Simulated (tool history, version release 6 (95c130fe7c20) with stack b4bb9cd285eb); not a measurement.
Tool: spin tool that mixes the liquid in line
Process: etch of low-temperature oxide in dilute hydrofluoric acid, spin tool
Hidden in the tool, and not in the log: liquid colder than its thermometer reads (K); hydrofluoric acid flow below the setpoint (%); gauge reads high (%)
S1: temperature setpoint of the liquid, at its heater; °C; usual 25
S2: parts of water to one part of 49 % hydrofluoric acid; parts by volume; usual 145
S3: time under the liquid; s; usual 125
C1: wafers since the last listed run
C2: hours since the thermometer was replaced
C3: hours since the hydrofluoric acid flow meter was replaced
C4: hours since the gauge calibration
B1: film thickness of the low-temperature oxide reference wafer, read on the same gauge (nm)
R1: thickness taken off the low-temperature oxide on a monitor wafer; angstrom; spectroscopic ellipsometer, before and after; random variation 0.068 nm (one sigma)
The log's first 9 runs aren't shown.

run	hour	S1	S2	S3	C1	C2	C3	C4	B1	R1
# hour 125.5: hydrofluoric acid flow meter replaced
10	127.3	25	205	125	122	52.2	1.8	47.2	149.97	132
11	142.4	23.5	95	195	140	67.3	16.9	62.3	149.98	473.3
12	152.7	21.5	145	200	95	77.6	27.2	72.6	150.03	276.2
13	170.3	25	145	125	163	95.2	44.8	90.2	150.04	198.5
14	182.7	27.5	105	125	115	107.6	57.2	102.6	150	316.3
15	195.2	25	180	95	116	120.1	69.7	115.1	149.99	116.8
16	210.6	25	205	125	142	135.5	85.1	130.5	149.99	130.9
17	224.1	22.5	80	125	125	149	98.6	144	150.01	352.4
18	231.7	25	200	175	70	156.6	106.2	151.6	149.94	189.1
19	240.3	20.5	180	160	79	165.2	114.8	160.2	150.05	165
20	267.2	26.5	145	125	249	192.1	141.7	187.1	149.97	210.3
21	275.2	23.5	100	70	74	200.1	149.7	195.1	149.98	160.7
22	286.8	21	80	200	107	211.7	161.3	206.7	149.99	525.7
23	327.3	27	145	80	375	252.2	201.8	247.2	149.96	136.6
24	333.5	22	145	125	57	258.4	208	253.4	149.98	175.9
25	365.4	25	145	175	296	290.3	239.9	285.3	149.99	276.9
26	381.4	26.5	210	185	148	306.3	255.9	301.3	150	197.2
27	399.3	28.5	115	195	166	324.2	273.8	319.2	150	459.9
28	417	25	125	125	164	341.9	291.5	336.9	150.01	235.1
29	434.4	28	215	55	161	359.3	308.9	354.3	149.98	60.4
30	440.4	25	145	125	55	365.3	314.9	360.3	150.02	196.3
31	454.2	25	145	125	128	379.1	328.7	374.1	149.97	197.4

Forecast each of these 5 alternatives for the next run:
A	454.7	25	145	70	4	379.6	329.2	374.6	?	?
B	454.7	29.5	125	170	4	379.6	329.2	374.6	?	?
C	454.7	30	200	155	4	379.6	329.2	374.6	?	?
D	454.7	29	145	185	4	379.6	329.2	374.6	?	?
E	454.7	25	210	125	4	379.6	329.2	374.6	?	?

run	B1	R1
A	149.97	110.6
B	149.97	378.3
C	149.97	199.5
D	149.97	339.5
E	149.97	126.8
Without the tool's hidden state the same runs would have given:
run	R1
A	112.1
B	383.1
C	201.9
D	343.7
E	128.4
